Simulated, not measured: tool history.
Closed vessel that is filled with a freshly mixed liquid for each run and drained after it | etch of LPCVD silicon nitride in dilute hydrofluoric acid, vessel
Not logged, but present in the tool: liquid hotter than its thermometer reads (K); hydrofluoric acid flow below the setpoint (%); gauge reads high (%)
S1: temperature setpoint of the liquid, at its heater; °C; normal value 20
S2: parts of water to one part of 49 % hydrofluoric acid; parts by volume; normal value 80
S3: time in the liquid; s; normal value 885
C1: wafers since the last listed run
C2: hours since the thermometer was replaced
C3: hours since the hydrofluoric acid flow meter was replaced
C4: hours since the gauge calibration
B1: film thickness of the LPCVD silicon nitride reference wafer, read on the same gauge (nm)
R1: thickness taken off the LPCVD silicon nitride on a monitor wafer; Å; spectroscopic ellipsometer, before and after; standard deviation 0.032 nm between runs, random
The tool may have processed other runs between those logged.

| run | hour | S1 | S2 | S3 | C1 | C2 | C3 | C4 | B1 | R1 |
|---|---|---|---|---|---|---|---|---|---|---|
| 1 | 0 | 20 | 80 | 885 | 0 | 447 | 448.9 | 464.6 | 59.996 | 39.06 |
| 2 | 98.3 | 20 | 80 | 885 | 6523 | 545.3 | 547.2 | 562.9 | 60.013 | 39.55 |
| 3 | 187.3 | 20 | 70 | 885 | 5905 | 634.3 | 636.2 | 651.9 | 60.029 | 43.67 |
| 4 | 228.6 | 20 | 70 | 885 | 2740 | 675.6 | 677.5 | 693.2 | 59.982 | 44.62 |
| 5 | 344.8 | 20 | 70 | 885 | 7710 | 791.8 | 793.7 | 809.4 | 59.993 | 44.28 |
| 6 | 424.7 | 20 | 80 | 1205 | 5302 | 871.7 | 873.6 | 889.3 | 60.022 | 52.82 |
| 7 | 469.9 | 20 | 80 | 1205 | 2999 | 916.9 | 918.8 | 934.5 | 59.987 | 52.2 |
| 8 | 551.8 | 20 | 80 | 885 | 5434 | 998.8 | 1000.7 | 1016.4 | 59.987 | 38.32 |
| 9 | 650.2 | 17 | 80 | 885 | 6529 | 1097.2 | 1099.1 | 1114.8 | 59.945 | 31.59 |
| 10 | 712.3 | 20 | 80 | 885 | 4120 | 1159.3 | 1161.2 | 1176.9 | 59.993 | 38.35 |
| 11 | 754.9 | 20 | 80 | 885 | 2826 | 1201.9 | 1203.8 | 1219.5 | 60.055 | 38.24 |
| 12 | 832.1 | 20 | 80 | 885 | 5122 | 1279.1 | 1281 | 1296.7 | 60.017 | 38.02 |
| 13 | 894.3 | 23.5 | 110 | 885 | 4127 | 1341.3 | 1343.2 | 1358.9 | 59.992 | 35.02 |
| 14 | 960.1 | 17 | 80 | 495 | 4366 | 1407.1 | 1409 | 1424.7 | 60.043 | 17.27 |
|  | 982.1 | hydrofluoric acid flow meter replaced |
|  | 1004.9 | thermometer replaced |
| 15 | 1026 | 23 | 50 | 410 | 4240 | 21.1 | 43.9 | 1490.6 | 60.027 | 36.06 |
| 16 | 1133.6 | 17 | 50 | 885 | 7140 | 128.7 | 151.5 | 1598.2 | 59.983 | 51.07 |
|  | 1168.6 | gauge calibrated |
| 17 | 1179.4 | 17.5 | 105 | 1315 | 3039 | 174.5 | 197.3 | 10.8 | 60.012 | 37.98 |
| 18 | 1280.3 | 20 | 80 | 885 | 6695 | 275.4 | 298.2 | 111.7 | 59.987 | 39.21 |
| 19 | 1342.8 | 20 | 80 | 885 | 4147 | 337.9 | 360.7 | 174.2 | 59.999 | 38.97 |
| 20 | 1438.7 | 17 | 100 | 1065 | 6363 | 433.8 | 456.6 | 270.1 | 59.983 | 30.96 |
| 21 | 1533 | 18 | 80 | 885 | 6257 | 528.1 | 550.9 | 364.4 | 59.989 | 33.99 |
| 22 | 1632.8 | 20 | 80 | 885 | 6622 | 627.9 | 650.7 | 464.2 | 59.988 | 39.32 |
| 23 | 1669.8 | 20 | 80 | 885 | 2455 | 664.9 | 687.7 | 501.2 | 59.995 | 39.33 |
| 24 | 1768.5 | 20 | 70 | 885 | 6549 | 763.6 | 786.4 | 599.9 | 59.992 | 44.91 |

List, for all runs, the conditions of the tool that the log does not record:
gauge reads high (%): 0 on each run
H1: liquid hotter than its thermometer reads (K)
H2: hydrofluoric acid flow below the setpoint (%)
| run | H1 | H2 |
|---|---|---|
| 1 | 0.368 | 4.79 |
| 2 | 0.433 | 5.53 |
| 3 | 0.492 | 6.21 |
| 4 | 0.52 | 6.52 |
| 5 | 0.597 | 7.4 |
| 6 | 0.65 | 8.01 |
| 7 | 0.68 | 8.35 |
| 8 | 0.734 | 8.97 |
| 9 | 0.799 | 9.72 |
| 10 | 0.841 | 10.2 |
| 11 | 0.869 | 10.5 |
| 12 | 0.92 | 11.1 |
| 13 | 0.961 | 11.6 |
| 14 | 1.01 | 12.1 |
| 15 | 0.0497 | 1.05 |
| 16 | 0.121 | 1.86 |
| 17 | 0.152 | 2.21 |
| 18 | 0.219 | 2.98 |
| 19 | 0.26 | 3.45 |
| 20 | 0.324 | 4.18 |
| 21 | 0.386 | 4.89 |
| 22 | 0.453 | 5.65 |
| 23 | 0.477 | 5.93 |
| 24 | 0.543 | 6.68 |
